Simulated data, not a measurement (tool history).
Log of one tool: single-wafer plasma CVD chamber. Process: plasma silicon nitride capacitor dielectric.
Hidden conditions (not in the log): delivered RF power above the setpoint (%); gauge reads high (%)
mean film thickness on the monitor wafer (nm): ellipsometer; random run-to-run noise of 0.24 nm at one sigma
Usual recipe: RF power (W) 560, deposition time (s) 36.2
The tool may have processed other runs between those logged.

run,hour,RF power (W),deposition time (s),wafers since the last listed run,hours since the last RF generator calibration,hours since the showerhead was replaced,hours since the gauge calibration,"read-back reference wafer on the same gauge, thickness_nm",mean film thickness on the monitor wafer (nm)
1,0,560,30.6,0,573.7,4028.2,1113.5,64.584,47.328
2,53.7,560,30.6,1454,627.4,4081.9,1167.2,64.614,47.275
# hour 79.4: gauge calibrated
3,111.5,560,36.2,1566,685.2,4139.7,32.1,64.624,56.11
4,175.9,560,36.2,1744,749.6,4204.1,96.5,64.571,55.785
5,223.3,560,36.2,1284,797,4251.5,143.9,64.594,55.113
6,264.5,590,32.2,1116,838.2,4292.7,185.1,64.641,50.456
7,292.2,590,36.2,750,865.9,4320.4,212.8,64.579,56.467
8,355.8,590,36.2,1723,929.5,4384,276.4,64.627,56.719
9,393.7,560,36.2,1026,967.4,4421.9,314.3,64.592,55.108
10,420.3,560,36.2,720,994,4448.5,340.9,64.529,55.138
11,630.9,560,36.2,5706,1204.6,4659.1,551.5,64.546,54.905
12,818,560,36.2,5069,1391.7,4846.2,738.6,64.561,55.293
13,843.8,510,33.2,699,1417.5,4872,764.4,64.583,48.537
14,877.6,560,36.2,915,1451.3,4905.8,798.2,64.604,55.061
15,942.1,450,30,1747,1515.8,4970.3,862.7,64.661,41.45
# hour 963.7: RF generator calibrated
16,1002.7,485,33.6,1425,39,5030.9,923.3,64.546,49.065
# hour 1028: showerhead replaced
17,1043.2,480,29,880,79.5,15.2,963.8,64.671,42.129
# hour 1070.4: gauge calibrated
18,1112.4,635,41.9,1874,148.7,84.4,42,64.592,67.622
19,1140.6,560,36.2,764,176.9,112.6,70.2,64.592,55.767
20,1180.5,465,29.6,1081,216.8,152.5,110.1,64.617,42.359
21,1231.9,670,31.6,1392,268.2,203.9,161.5,64.617,52.197
22,1298.5,625,36.2,1804,334.8,270.5,228.1,64.619,58.374
23,1353.9,665,43.4,1501,390.2,325.9,283.5,64.602,71.562
24,1401.2,605,38.7,1281,437.5,373.2,330.8,64.649,61.815
25,1450.1,515,36.2,1324,486.4,422.1,379.7,64.563,53.782
26,1520.7,560,36.2,1912,557,492.7,450.3,64.603,55.627
27,1558,560,36.2,1010,594.3,530,487.6,64.572,55.454
28,1593.3,600,30.6,956,629.6,565.3,522.9,64.642,48.267

Hidden state, per run?
gauge reads high (%): 0 across all the runs
H1: delivered RF power above the setpoint (%)
run,H1
1,-0.88
2,-1.04
3,-1.22
4,-1.44
5,-1.62
6,-1.78
7,-1.9
8,-2.18
9,-2.35
10,-2.48
11,-3.6
12,-4.77
13,-4.95
14,-5.18
15,-5.65
16,-0.0847
17,-0.0963
18,-0.135
19,-0.157
20,-0.195
21,-0.255
22,-0.353
23,-0.45
24,-0.545
25,-0.654
26,-0.833
27,-0.937
28,-1.04
